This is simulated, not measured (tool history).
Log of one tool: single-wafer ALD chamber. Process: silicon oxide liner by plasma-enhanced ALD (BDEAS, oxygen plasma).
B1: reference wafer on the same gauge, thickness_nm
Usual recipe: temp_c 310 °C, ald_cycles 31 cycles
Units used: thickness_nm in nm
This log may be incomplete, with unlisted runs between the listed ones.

run 1 hour=0.0 | temp_c=310 ald_cycles=31 | B1=2.220 | thickness_nm=2.657
run 2 hour=45.9 | temp_c=310 ald_cycles=31 | B1=2.220 | thickness_nm=2.644
run 3 hour=97.2 | temp_c=310 ald_cycles=31 | B1=2.220 | thickness_nm=2.656
run 4 hour=152.9 | temp_c=310 ald_cycles=31 | B1=2.220 | thickness_nm=2.647
run 5 hour=208.7 | temp_c=310 ald_cycles=31 | B1=2.220 | thickness_nm=2.650
run 6 hour=250.9 | temp_c=306 ald_cycles=31 | B1=2.220 | thickness_nm=2.674
-- hour=276.6 gauge calibrated
-- hour=278.5 thermocouple changed; heater temperature recalibrated
run 7 hour=312.8 | temp_c=310 ald_cycles=31 | B1=2.221 | thickness_nm=2.652
run 8 hour=378.7 | temp_c=310 ald_cycles=31 | B1=2.221 | thickness_nm=2.648
run 9 hour=409.6 | temp_c=300 ald_cycles=35 | B1=2.221 | thickness_nm=3.061
run 10 hour=452.8 | temp_c=310 ald_cycles=31 | B1=2.220 | thickness_nm=2.658
run 11 hour=512.5 | temp_c=310 ald_cycles=25 | B1=2.220 | thickness_nm=2.137
run 12 hour=568.8 | temp_c=310 ald_cycles=33 | B1=2.220 | thickness_nm=2.828
run 13 hour=612.8 | temp_c=318 ald_cycles=31 | B1=2.220 | thickness_nm=2.621
run 14 hour=676.0 | temp_c=304 ald_cycles=25 | B1=2.220 | thickness_nm=2.168
run 15 hour=718.1 | temp_c=310 ald_cycles=31 | B1=2.219 | thickness_nm=2.661
run 16 hour=763.1 | temp_c=315 ald_cycles=31 | B1=2.219 | thickness_nm=2.635

Branching from run 16: 5 alternative next runs. What would each branch give?
run A hour=763.5 | temp_c=310 ald_cycles=31 | B1=? | thickness_nm=?
run B hour=763.5 | temp_c=323 ald_cycles=34 | B1=? | thickness_nm=?
run C hour=763.5 | temp_c=316 ald_cycles=34 | B1=? | thickness_nm=?
run D hour=763.5 | temp_c=320 ald_cycles=31 | B1=? | thickness_nm=?
run E hour=763.5 | temp_c=310 ald_cycles=27 | B1=? | thickness_nm=?

run=A B1=2.219 thickness_nm=2.655
run=B B1=2.219 thickness_nm=2.850
run=C B1=2.219 thickness_nm=2.883
run=D B1=2.219 thickness_nm=2.612
run=E B1=2.219 thickness_nm=2.312
The same runs, with their run-to-run variation unchanged, on a tool lacking any hidden condition would have given:
run=A thickness_nm=2.655
run=B thickness_nm=2.850
run=C thickness_nm=2.883
run=D thickness_nm=2.612
run=E thickness_nm=2.312

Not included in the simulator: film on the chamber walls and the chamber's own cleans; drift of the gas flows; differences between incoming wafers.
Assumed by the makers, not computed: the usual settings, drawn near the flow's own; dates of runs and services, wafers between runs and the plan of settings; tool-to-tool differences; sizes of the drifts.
